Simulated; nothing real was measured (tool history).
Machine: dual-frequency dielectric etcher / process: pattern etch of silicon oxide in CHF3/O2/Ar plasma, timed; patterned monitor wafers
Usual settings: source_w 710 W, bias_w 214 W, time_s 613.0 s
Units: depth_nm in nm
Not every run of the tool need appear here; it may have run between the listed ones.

run    hour  source_w  bias_w  time_s  read-back reference wafer on the same gauge, depth_nm  depth_nm
  1     0.0       710     214   613.0                                                 1209.1    1340.4
       55.7  -- wet clean of the chamber
  2    56.2       710     214   613.0                                                 1209.9    1385.5
  3   103.9       710     214   613.0                                                 1210.9    1369.6
      246.9  -- gauge calibrated
      406.9  -- source power generator calibrated
  4   420.7       710     214   613.0                                                 1211.9    1389.6
  5   526.5       710     214   613.0                                                 1211.3    1399.2
  6   569.1       710     214   613.0                                                 1210.8    1405.0
  7   622.0       710     214   613.0                                                 1209.6    1414.2
      655.7  -- wet clean of the chamber, repeated, since the last time left the tool worse
  8   666.5       710     214   613.0                                                 1209.7    1322.0
  9   760.9       710     214   521.0                                                 1210.6    1126.2
 10   797.7       540     196   613.0                                                 1209.7    1099.7
 11   836.4       710     192   510.0                                                 1210.7    1068.4
 12   883.5       710     214   613.0                                                 1212.3    1337.8
 13   954.3       780     240   730.5                                                 1209.5    1753.3
 14  1023.4       660     263   739.0                                                 1209.2    1689.3
 15  1093.3       710     196   739.5                                                 1210.3    1570.5
 16  1144.2       780     260   429.5                                                 1210.6    1063.7
 17  1200.1       710     214   613.0                                                 1211.0    1348.2
     1205.2  -- bias power generator calibrated
     1281.1  -- wet clean of the chamber
 18  1301.6       790     214   613.0                                                 1210.7    1395.0
     1332.8  -- upper electrode replaced
 19  1385.2       710     214   613.0                                                 1209.4    1321.7
 20  1444.1       710     214   613.0                                                 1211.1    1319.5
 21  1502.7       710     183   519.5                                                 1209.0    1064.9
 22  1604.2       660     249   709.0                                                 1209.9    1560.6
 23  1667.5       560     235   459.0                                                 1209.9     904.6
 24  1719.1       710     230   613.0                                                 1210.4    1378.1
 25  1761.3       710     182   453.5                                                 1209.7     935.6
     1840.3  -- wet clean of the chamber
 26  1840.8       710     214   613.0                                                 1210.8    1314.5
 27  1913.3       710     182   453.5                                                 1210.8     931.0
 28  1977.8       710     214   613.0                                                 1210.3    1327.9
 29  2073.2       710     264   613.0                                                 1210.9    1422.4
 30  2137.3       710     214   519.0                                                 1210.8    1143.2

3 ways to go on from here, each from the tool as it stands after run 30. What would each give?
  A  2137.9       710     214   613.0                                                      ?         ?
  B  2137.9       610     214   613.0                                                      ?         ?
  C  2137.9       710     264   691.0                                                      ?         ?

run  read-back reference wafer on the same gauge, depth_nm  depth_nm
  A                                                 1211.5    1336.9
  B                                                 1211.5    1224.2
  C                                                 1211.5    1625.0
Without the tool's unlogged condition, the same runs would have read:
run  depth_nm
  A    1316.2
  B    1205.3
  C    1599.9
